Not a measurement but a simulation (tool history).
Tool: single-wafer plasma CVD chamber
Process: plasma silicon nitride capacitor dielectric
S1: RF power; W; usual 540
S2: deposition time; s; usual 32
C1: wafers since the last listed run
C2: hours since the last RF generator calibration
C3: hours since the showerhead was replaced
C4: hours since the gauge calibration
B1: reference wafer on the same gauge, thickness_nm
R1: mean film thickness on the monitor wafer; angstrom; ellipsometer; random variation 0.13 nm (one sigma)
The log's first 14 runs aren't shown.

run,hour,S1,S2,C1,C2,C3,C4,B1,R1
15,323.6,570,27.1,407,1170.2,5312.4,355.2,49.207,376.74
# hour 354.5: showerhead replaced, of another model than before
16,429.4,570,27.1,2442,1276,74.9,461,49.238,377.96
17,450.5,570,27.1,526,1297.1,96,482.1,49.223,376.01
18,485.3,540,32,869,1331.9,130.8,516.9,49.207,443.94
19,498.2,630,37.5,322,1344.8,143.7,529.8,49.144,531.39
20,527.5,540,37.9,731,1374.1,173,559.1,49.23,522.64
21,539.8,630,32,307,1386.4,185.3,571.4,49.172,454.67
# hour 557.1: RF generator calibrated
22,566.6,540,26.6,469,9.5,212.1,598.2,49.204,371.69
23,593.4,580,32,669,36.3,238.9,625,49.182,455.38
# hour 602.1: gauge calibrated
24,609.2,440,37.7,394,52.1,254.7,7.1,49.228,512.4
25,632.6,580,32,584,75.5,278.1,30.5,49.165,450.87
26,649,510,30.3,409,91.9,294.5,46.9,49.238,419.03
27,668.6,630,25.7,489,111.5,314.1,66.5,49.19,370.57
28,696.1,480,36.3,686,139,341.6,94,49.249,497.27
29,716.9,540,32,519,159.8,362.4,114.8,49.214,446.3
30,730.3,540,32,334,173.2,375.8,128.2,49.262,446.88
31,746.6,540,32,407,189.5,392.1,144.5,49.244,444.76
32,773.7,645,35.6,676,216.6,419.2,171.6,49.223,513.11
33,874.2,540,32,2510,317.1,519.7,272.1,49.196,445.78
34,898.5,540,32,606,341.4,544,296.4,49.267,446.91

Forecast each of these 3 alternatives for the next run:
A,898.9,460,32,9,341.8,544.4,296.8,?,?
B,898.9,570,26.3,9,341.8,544.4,296.8,?,?
C,898.9,500,26.5,9,341.8,544.4,296.8,?,?

run,B1,R1
A,49.189,435.48
B,49.189,371.23
C,49.189,365.65
Without the tool's hidden state the same runs would have given:
run,R1
A,437.29
B,372.78
C,367.17
